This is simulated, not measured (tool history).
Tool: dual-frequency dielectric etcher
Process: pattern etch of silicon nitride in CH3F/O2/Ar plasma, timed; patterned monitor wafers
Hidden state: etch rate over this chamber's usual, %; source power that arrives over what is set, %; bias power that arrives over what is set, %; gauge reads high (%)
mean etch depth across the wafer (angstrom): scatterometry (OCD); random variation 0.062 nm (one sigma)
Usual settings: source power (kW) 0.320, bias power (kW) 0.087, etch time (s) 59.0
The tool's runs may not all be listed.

run,hour,source power (kW),bias power (kW),etch time (s),wafers since the last listed run,hours since the last wet clean,hours since the last source power generator calibration,hours since the last bias power generator calibration,hours since the last upper electrode change,hours since the gauge calibration,"read-back reference wafer on the same gauge, depth_nm",mean etch depth across the wafer (angstrom)
1,0.0,0.340,0.087,59.0,0,96.8,2047.2,2593.0,3476.5,212.3,37.79,412.1
2,34.2,0.320,0.087,59.0,487,131.0,2081.4,2627.2,3510.7,246.5,37.82,402.5
3,53.6,0.320,0.087,59.0,276,150.4,2100.8,2646.6,3530.1,265.9,37.78,401.8
4,69.2,0.320,0.087,59.0,222,166.0,2116.4,2662.2,3545.7,281.5,37.78,402.1
5,82.3,0.320,0.087,59.0,186,179.1,2129.5,2675.3,3558.8,294.6,37.79,400.8
6,97.2,0.320,0.087,59.0,212,194.0,2144.4,2690.2,3573.7,309.5,37.80,402.0
7,121.3,0.320,0.076,59.0,343,218.1,2168.5,2714.3,3597.8,333.6,37.81,384.5
8,149.4,0.320,0.076,59.0,400,246.2,2196.6,2742.4,3625.9,361.7,37.77,384.4
9,180.5,0.320,0.076,59.0,443,277.3,2227.7,2773.5,3657.0,392.8,37.79,385.5
10,198.3,0.320,0.082,54.5,253,295.1,2245.5,2791.3,3674.8,410.6,37.78,365.1
# hour 213.3: source power generator calibrated
# hour 239.7: gauge calibrated
11,305.5,0.320,0.082,54.5,1470,402.3,92.2,2898.5,3782.0,65.8,37.81,374.1
12,333.3,0.320,0.087,59.0,396,430.1,120.0,2926.3,3809.8,93.6,37.80,413.2
# hour 375.7: wet clean of the chamber
# hour 384.4: upper electrode replaced
13,384.9,0.320,0.087,59.0,269,9.2,171.6,2977.9,0.5,145.2,37.80,406.7
14,397.6,0.320,0.087,59.0,181,21.9,184.3,2990.6,13.2,157.9,37.80,407.5
15,409.8,0.320,0.087,59.0,173,34.1,196.5,3002.8,25.4,170.1,37.81,407.6
# hour 425.3: bias power generator calibrated
16,433.8,0.320,0.077,59.0,285,58.1,220.5,8.5,49.4,194.1,37.80,392.2
17,453.7,0.320,0.087,45.0,283,78.0,240.4,28.4,69.3,214.0,37.79,311.8
18,466.3,0.260,0.087,59.0,179,90.6,253.0,41.0,81.9,226.6,37.81,376.6
19,482.5,0.340,0.087,59.0,230,106.8,269.2,57.2,98.1,242.8,37.79,418.7
20,502.0,0.320,0.087,59.0,277,126.3,288.7,76.7,117.6,262.3,37.78,409.5
21,519.4,0.320,0.096,59.0,248,143.7,306.1,94.1,135.0,279.7,37.82,423.1
22,534.5,0.360,0.099,71.5,215,158.8,321.2,109.2,150.1,294.8,37.83,543.4
23,561.2,0.360,0.100,74.0,380,185.5,347.9,135.9,176.8,321.5,37.82,565.1
24,591.3,0.320,0.087,59.0,429,215.6,378.0,166.0,206.9,351.6,37.78,411.0
25,610.2,0.320,0.082,54.5,269,234.5,396.9,184.9,225.8,370.5,37.81,372.7
26,635.2,0.370,0.102,43.0,356,259.5,421.9,209.9,250.8,395.5,37.81,335.7
27,666.4,0.350,0.099,53.0,444,290.7,453.1,241.1,282.0,426.7,37.80,399.6
28,683.8,0.400,0.087,59.0,248,308.1,470.5,258.5,299.4,444.1,37.80,450.0
29,715.7,0.320,0.087,64.5,454,340.0,502.4,290.4,331.3,476.0,37.79,448.6

Forecast each of these 5 alternatives for the next run:
A,716.1,0.320,0.087,59.0,5,340.4,502.8,290.8,331.7,476.4,?,?
B,716.1,0.380,0.072,46.5,5,340.4,502.8,290.8,331.7,476.4,?,?
C,716.1,0.320,0.103,59.0,5,340.4,502.8,290.8,331.7,476.4,?,?
D,716.1,0.320,0.087,69.5,5,340.4,502.8,290.8,331.7,476.4,?,?
E,716.1,0.390,0.087,67.0,5,340.4,502.8,290.8,331.7,476.4,?,?

run,"read-back reference wafer on the same gauge, depth_nm",mean etch depth across the wafer (angstrom)
A,37.80,411.1
B,37.80,327.1
C,37.80,435.3
D,37.80,484.3
E,37.80,506.0
Without the tool's hidden state the same runs would have given:
run,mean etch depth across the wafer (angstrom)
A,407.6
B,324.4
C,431.5
D,480.2
E,501.7

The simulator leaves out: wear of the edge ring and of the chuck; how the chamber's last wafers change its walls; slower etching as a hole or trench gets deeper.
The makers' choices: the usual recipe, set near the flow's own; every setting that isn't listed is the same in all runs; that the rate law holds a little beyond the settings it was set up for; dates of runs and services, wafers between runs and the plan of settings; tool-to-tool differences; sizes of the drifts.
